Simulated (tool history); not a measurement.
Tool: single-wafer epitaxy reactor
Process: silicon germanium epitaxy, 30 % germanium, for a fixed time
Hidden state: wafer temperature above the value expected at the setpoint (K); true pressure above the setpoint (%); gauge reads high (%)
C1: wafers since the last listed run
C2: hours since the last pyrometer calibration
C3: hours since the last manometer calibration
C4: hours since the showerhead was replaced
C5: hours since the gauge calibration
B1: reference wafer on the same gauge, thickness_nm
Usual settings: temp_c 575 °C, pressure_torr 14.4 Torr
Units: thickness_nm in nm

{"run": 1, "hour": 0.0, "temp_c": 567, "pressure_torr": 13.3, "C1": 0, "C2": 2357.5, "C3": 1712.6, "C4": 2819.8, "C5": 315.1, "B1": 32.002, "thickness_nm": 25.423}
{"run": 2, "hour": 6.5, "temp_c": 567, "pressure_torr": 13.3, "C1": 66, "C2": 2364.0, "C3": 1719.1, "C4": 2826.3, "C5": 321.6, "B1": 31.957, "thickness_nm": 25.288}
{"run": 3, "hour": 19.0, "temp_c": 567, "pressure_torr": 13.3, "C1": 128, "C2": 2376.5, "C3": 1731.6, "C4": 2838.8, "C5": 334.1, "B1": 32.048, "thickness_nm": 25.087}
{"run": 4, "hour": 34.1, "temp_c": 575, "pressure_torr": 14.4, "C1": 155, "C2": 2391.6, "C3": 1746.7, "C4": 2853.9, "C5": 349.2, "B1": 32.017, "thickness_nm": 30.242}
{"hour": 70.3, "done": "gauge calibrated"}
{"hour": 79.9, "done": "showerhead replaced"}
{"run": 5, "hour": 81.0, "temp_c": 575, "pressure_torr": 14.4, "C1": 400, "C2": 2438.5, "C3": 1793.6, "C4": 1.1, "C5": 10.7, "B1": 32.102, "thickness_nm": 30.036}
{"run": 6, "hour": 91.4, "temp_c": 564, "pressure_torr": 14.4, "C1": 107, "C2": 2448.9, "C3": 1804.0, "C4": 11.5, "C5": 21.1, "B1": 32.045, "thickness_nm": 25.071}
{"run": 7, "hour": 100.3, "temp_c": 564, "pressure_torr": 14.4, "C1": 91, "C2": 2457.8, "C3": 1812.9, "C4": 20.4, "C5": 30.0, "B1": 32.021, "thickness_nm": 25.025}
{"run": 8, "hour": 116.9, "temp_c": 564, "pressure_torr": 14.4, "C1": 170, "C2": 2474.4, "C3": 1829.5, "C4": 37.0, "C5": 46.6, "B1": 32.058, "thickness_nm": 25.078}
{"run": 9, "hour": 128.9, "temp_c": 579, "pressure_torr": 14.4, "C1": 123, "C2": 2486.4, "C3": 1841.5, "C4": 49.0, "C5": 58.6, "B1": 32.03, "thickness_nm": 32.384}
{"run": 10, "hour": 137.8, "temp_c": 579, "pressure_torr": 14.4, "C1": 91, "C2": 2495.3, "C3": 1850.4, "C4": 57.9, "C5": 67.5, "B1": 31.962, "thickness_nm": 32.435}
{"run": 11, "hour": 146.4, "temp_c": 579, "pressure_torr": 14.4, "C1": 88, "C2": 2503.9, "C3": 1859.0, "C4": 66.5, "C5": 76.1, "B1": 31.948, "thickness_nm": 32.279}
{"run": 12, "hour": 162.6, "temp_c": 569, "pressure_torr": 14.4, "C1": 166, "C2": 2520.1, "C3": 1875.2, "C4": 82.7, "C5": 92.3, "B1": 32.017, "thickness_nm": 27.292}
{"run": 13, "hour": 173.2, "temp_c": 582, "pressure_torr": 11.4, "C1": 109, "C2": 2530.7, "C3": 1885.8, "C4": 93.3, "C5": 102.9, "B1": 32.009, "thickness_nm": 30.626}
{"run": 14, "hour": 189.5, "temp_c": 575, "pressure_torr": 14.4, "C1": 167, "C2": 2547.0, "C3": 1902.1, "C4": 109.6, "C5": 119.2, "B1": 32.0, "thickness_nm": 30.248}
{"run": 15, "hour": 205.1, "temp_c": 565, "pressure_torr": 15.6, "C1": 160, "C2": 2562.6, "C3": 1917.7, "C4": 125.2, "C5": 134.8, "B1": 31.967, "thickness_nm": 26.454}
{"run": 16, "hour": 219.4, "temp_c": 570, "pressure_torr": 13.4, "C1": 147, "C2": 2576.9, "C3": 1932.0, "C4": 139.5, "C5": 149.1, "B1": 31.999, "thickness_nm": 26.9}
{"run": 17, "hour": 227.5, "temp_c": 571, "pressure_torr": 11.0, "C1": 83, "C2": 2585.0, "C3": 1940.1, "C4": 147.6, "C5": 157.2, "B1": 32.009, "thickness_nm": 24.931}
{"run": 18, "hour": 235.4, "temp_c": 581, "pressure_torr": 14.4, "C1": 81, "C2": 2592.9, "C3": 1948.0, "C4": 155.5, "C5": 165.1, "B1": 32.038, "thickness_nm": 33.768}
{"hour": 248.3, "done": "capacitance manometer re-zeroed and calibrated"}
{"run": 19, "hour": 248.8, "temp_c": 575, "pressure_torr": 14.4, "C1": 55, "C2": 2606.3, "C3": 0.5, "C4": 168.9, "C5": 178.5, "B1": 32.028, "thickness_nm": 30.306}
{"run": 20, "hour": 262.7, "temp_c": 560, "pressure_torr": 16.8, "C1": 143, "C2": 2620.2, "C3": 14.4, "C4": 182.8, "C5": 192.4, "B1": 32.102, "thickness_nm": 24.926}
{"run": 21, "hour": 268.7, "temp_c": 575, "pressure_torr": 14.4, "C1": 61, "C2": 2626.2, "C3": 20.4, "C4": 188.8, "C5": 198.4, "B1": 31.957, "thickness_nm": 30.579}
{"hour": 282.9, "done": "pyrometer calibrated"}
{"run": 22, "hour": 283.4, "temp_c": 575, "pressure_torr": 14.4, "C1": 68, "C2": 0.5, "C3": 35.1, "C4": 203.5, "C5": 213.1, "B1": 31.95, "thickness_nm": 33.445}
{"run": 23, "hour": 289.6, "temp_c": 575, "pressure_torr": 14.4, "C1": 63, "C2": 6.7, "C3": 41.3, "C4": 209.7, "C5": 219.3, "B1": 32.019, "thickness_nm": 33.819}
{"run": 24, "hour": 307.3, "temp_c": 575, "pressure_torr": 14.4, "C1": 182, "C2": 24.4, "C3": 59.0, "C4": 227.4, "C5": 237.0, "B1": 31.977, "thickness_nm": 33.52}
{"run": 25, "hour": 320.0, "temp_c": 587, "pressure_torr": 16.8, "C1": 130, "C2": 37.1, "C3": 71.7, "C4": 240.1, "C5": 249.7, "B1": 31.954, "thickness_nm": 44.451}
{"run": 26, "hour": 326.4, "temp_c": 582, "pressure_torr": 15.7, "C1": 65, "C2": 43.5, "C3": 78.1, "C4": 246.5, "C5": 256.1, "B1": 32.093, "thickness_nm": 39.566}
{"run": 27, "hour": 337.1, "temp_c": 570, "pressure_torr": 15.3, "C1": 110, "C2": 54.2, "C3": 88.8, "C4": 257.2, "C5": 266.8, "B1": 31.952, "thickness_nm": 31.844}
{"run": 28, "hour": 346.2, "temp_c": 583, "pressure_torr": 16.2, "C1": 93, "C2": 63.3, "C3": 97.9, "C4": 266.3, "C5": 275.9, "B1": 32.07, "thickness_nm": 40.811}
{"run": 29, "hour": 360.9, "temp_c": 575, "pressure_torr": 14.4, "C1": 151, "C2": 78.0, "C3": 112.6, "C4": 281.0, "C5": 290.6, "B1": 32.036, "thickness_nm": 33.485}
{"run": 30, "hour": 370.1, "temp_c": 575, "pressure_torr": 17.3, "C1": 94, "C2": 87.2, "C3": 121.8, "C4": 290.2, "C5": 299.8, "B1": 32.018, "thickness_nm": 36.288}
{"run": 31, "hour": 378.0, "temp_c": 575, "pressure_torr": 14.4, "C1": 81, "C2": 95.1, "C3": 129.7, "C4": 298.1, "C5": 307.7, "B1": 32.025, "thickness_nm": 33.657}
{"run": 32, "hour": 386.3, "temp_c": 568, "pressure_torr": 17.0, "C1": 85, "C2": 103.4, "C3": 138.0, "C4": 306.4, "C5": 316.0, "B1": 32.014, "thickness_nm": 32.213}
{"run": 33, "hour": 402.5, "temp_c": 568, "pressure_torr": 15.4, "C1": 166, "C2": 119.6, "C3": 154.2, "C4": 322.6, "C5": 332.2, "B1": 32.015, "thickness_nm": 30.728}
{"run": 34, "hour": 418.6, "temp_c": 564, "pressure_torr": 13.5, "C1": 165, "C2": 135.7, "C3": 170.3, "C4": 338.7, "C5": 348.3, "B1": 32.038, "thickness_nm": 26.848}
{"run": 35, "hour": 428.7, "temp_c": 575, "pressure_torr": 14.4, "C1": 103, "C2": 145.8, "C3": 180.4, "C4": 348.8, "C5": 358.4, "B1": 31.971, "thickness_nm": 33.088}
{"run": 36, "hour": 438.6, "temp_c": 586, "pressure_torr": 12.6, "C1": 101, "C2": 155.7, "C3": 190.3, "C4": 358.7, "C5": 368.3, "B1": 32.03, "thickness_nm": 37.522}

Forecast each of these 3 alternatives for the next run:
{"run": "A", "hour": 439.0, "temp_c": 575, "pressure_torr": 12.8, "C1": 4, "C2": 156.1, "C3": 190.7, "C4": 359.1, "C5": 368.7, "B1": "?", "thickness_nm": "?"}
{"run": "B", "hour": 439.0, "temp_c": 581, "pressure_torr": 12.1, "C1": 4, "C2": 156.1, "C3": 190.7, "C4": 359.1, "C5": 368.7, "B1": "?", "thickness_nm": "?"}
{"run": "C", "hour": 439.0, "temp_c": 575, "pressure_torr": 17.7, "C1": 4, "C2": 156.1, "C3": 190.7, "C4": 359.1, "C5": 368.7, "B1": "?", "thickness_nm": "?"}

run=A B1=32.016 thickness_nm=31.111
run=B B1=32.016 thickness_nm=33.497
run=C B1=32.016 thickness_nm=36.292
Without the tool's hidden state the same runs would have given:
run=A thickness_nm=31.371
run=B thickness_nm=33.774
run=C thickness_nm=36.595

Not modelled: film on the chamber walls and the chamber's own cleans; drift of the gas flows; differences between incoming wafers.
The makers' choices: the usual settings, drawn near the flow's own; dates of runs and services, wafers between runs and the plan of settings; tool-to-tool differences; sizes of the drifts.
